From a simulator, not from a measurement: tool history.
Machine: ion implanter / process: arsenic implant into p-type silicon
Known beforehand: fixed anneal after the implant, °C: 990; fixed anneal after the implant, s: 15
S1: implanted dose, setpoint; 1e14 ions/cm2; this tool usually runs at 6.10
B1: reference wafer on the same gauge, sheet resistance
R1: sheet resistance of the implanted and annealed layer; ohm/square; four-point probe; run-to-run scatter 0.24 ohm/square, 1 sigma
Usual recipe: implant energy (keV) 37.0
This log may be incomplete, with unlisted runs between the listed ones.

{"run": 1, "day": 0.0, "S1": 7.26, "implant energy (keV)": 31.5, "B1": 159.08, "R1": 143.6}
{"run": 2, "day": 3.921, "S1": 7.26, "implant energy (keV)": 31.5, "B1": 159.0, "R1": 143.46}
{"run": 3, "day": 6.617, "S1": 7.26, "implant energy (keV)": 31.5, "B1": 159.02, "R1": 143.31}
{"run": 4, "day": 8.117, "S1": 6.1, "implant energy (keV)": 43.0, "B1": 158.85, "R1": 154.24}
{"run": 5, "day": 10.138, "S1": 6.1, "implant energy (keV)": 43.0, "B1": 159.11, "R1": 153.91}
{"run": 6, "day": 11.804, "S1": 6.1, "implant energy (keV)": 43.0, "B1": 158.88, "R1": 154.16}
{"run": 7, "day": 15.1, "S1": 6.1, "implant energy (keV)": 37.0, "B1": 158.85, "R1": 157.64}
{"day": 17.975, "done": "gauge calibrated"}
{"run": 8, "day": 19.404, "S1": 6.1, "implant energy (keV)": 37.0, "B1": 158.99, "R1": 157.95}
{"day": 21.204, "done": "Faraday cup replaced and dose calibrated"}
{"run": 9, "day": 22.196, "S1": 6.1, "implant energy (keV)": 37.0, "B1": 159.01, "R1": 160.21}
{"run": 10, "day": 25.15, "S1": 6.1, "implant energy (keV)": 37.0, "B1": 159.04, "R1": 160.27}
{"run": 11, "day": 27.529, "S1": 6.1, "implant energy (keV)": 37.0, "B1": 159.02, "R1": 159.7}
{"run": 12, "day": 37.104, "S1": 6.1, "implant energy (keV)": 37.0, "B1": 159.02, "R1": 159.99}
{"run": 13, "day": 39.525, "S1": 6.1, "implant energy (keV)": 37.0, "B1": 159.0, "R1": 159.75}
{"run": 14, "day": 42.542, "S1": 6.1, "implant energy (keV)": 37.0, "B1": 159.12, "R1": 160.08}
{"run": 15, "day": 44.296, "S1": 6.1, "implant energy (keV)": 41.0, "B1": 159.0, "R1": 156.88}
{"run": 16, "day": 47.179, "S1": 7.05, "implant energy (keV)": 45.0, "B1": 159.03, "R1": 138.11}
{"run": 17, "day": 49.204, "S1": 5.22, "implant energy (keV)": 32.5, "B1": 158.93, "R1": 183.64}
{"day": 51.812, "done": "extraction supply calibrated"}
{"run": 18, "day": 52.054, "S1": 7.88, "implant energy (keV)": 42.0, "B1": 158.98, "R1": 128.42}
{"run": 19, "day": 54.929, "S1": 6.1, "implant energy (keV)": 49.5, "B1": 158.96, "R1": 151.88}
{"run": 20, "day": 57.8, "S1": 6.63, "implant energy (keV)": 42.0, "B1": 159.03, "R1": 145.98}
{"run": 21, "day": 61.121, "S1": 7.12, "implant energy (keV)": 44.5, "B1": 158.98, "R1": 137.18}
{"run": 22, "day": 64.779, "S1": 6.1, "implant energy (keV)": 37.0, "B1": 159.06, "R1": 159.26}
{"run": 23, "day": 73.371, "S1": 7.26, "implant energy (keV)": 43.0, "B1": 159.04, "R1": 135.07}
{"run": 24, "day": 76.612, "S1": 6.1, "implant energy (keV)": 37.0, "B1": 158.98, "R1": 159.04}
{"run": 25, "day": 80.071, "S1": 6.61, "implant energy (keV)": 32.0, "B1": 158.96, "R1": 153.5}
{"run": 26, "day": 84.454, "S1": 6.1, "implant energy (keV)": 37.0, "B1": 159.02, "R1": 158.51}
{"run": 27, "day": 87.746, "S1": 6.1, "implant energy (keV)": 37.0, "B1": 158.99, "R1": 158.58}
{"run": 28, "day": 91.667, "S1": 6.71, "implant energy (keV)": 37.0, "B1": 158.94, "R1": 147.1}
{"day": 92.625, "done": "Faraday cup replaced and dose calibrated"}
{"run": 29, "day": 94.767, "S1": 6.1, "implant energy (keV)": 37.0, "B1": 159.03, "R1": 159.93}
{"run": 30, "day": 98.346, "S1": 7.89, "implant energy (keV)": 25.0, "B1": 159.0, "R1": 144.59}
{"run": 31, "day": 100.833, "S1": 5.16, "implant energy (keV)": 37.0, "B1": 158.97, "R1": 180.86}
{"run": 32, "day": 103.638, "S1": 6.1, "implant energy (keV)": 37.0, "B1": 159.01, "R1": 159.75}
{"run": 33, "day": 106.158, "S1": 7.73, "implant energy (keV)": 33.5, "B1": 159.13, "R1": 136.54}
{"run": 34, "day": 110.158, "S1": 4.63, "implant energy (keV)": 46.5, "B1": 158.94, "R1": 190.02}
{"run": 35, "day": 112.375, "S1": 4.46, "implant energy (keV)": 45.0, "B1": 158.9, "R1": 196.21}
{"run": 36, "day": 115.588, "S1": 7.24, "implant energy (keV)": 41.0, "B1": 158.95, "R1": 137.59}

Measured less the same run without the tool's hidden state. The same run-to-run variation is in both; the gauge's scatter may not be:
Hidden state at play: deviation of the true dose from the Faraday cup's reading, %; deviation of the true energy from its setpoint, %; gauge reads high (%).
run=1 R1=-1.00
run=2 R1=-1.14
run=3 R1=-1.24
run=4 R1=-1.52
run=5 R1=-1.61
run=6 R1=-1.68
run=7 R1=-1.85
run=8 R1=-2.07
run=9 R1=+0.28
run=10 R1=+0.28
run=11 R1=+0.27
run=12 R1=+0.20
run=13 R1=+0.16
run=14 R1=+0.13
run=15 R1=+0.11
run=16 R1=+0.05
run=17 R1=+0.02
run=18 R1=-0.03
run=19 R1=-0.09
run=20 R1=-0.16
run=21 R1=-0.22
run=22 R1=-0.35
run=23 R1=-0.54
run=24 R1=-0.74
run=25 R1=-0.81
run=26 R1=-1.05
run=27 R1=-1.19
run=28 R1=-1.25
run=29 R1=+0.01
run=30 R1=+0.00
run=31 R1=-0.02
run=32 R1=-0.03
run=33 R1=-0.04
run=34 R1=-0.11
run=35 R1=-0.15
run=36 R1=-0.15
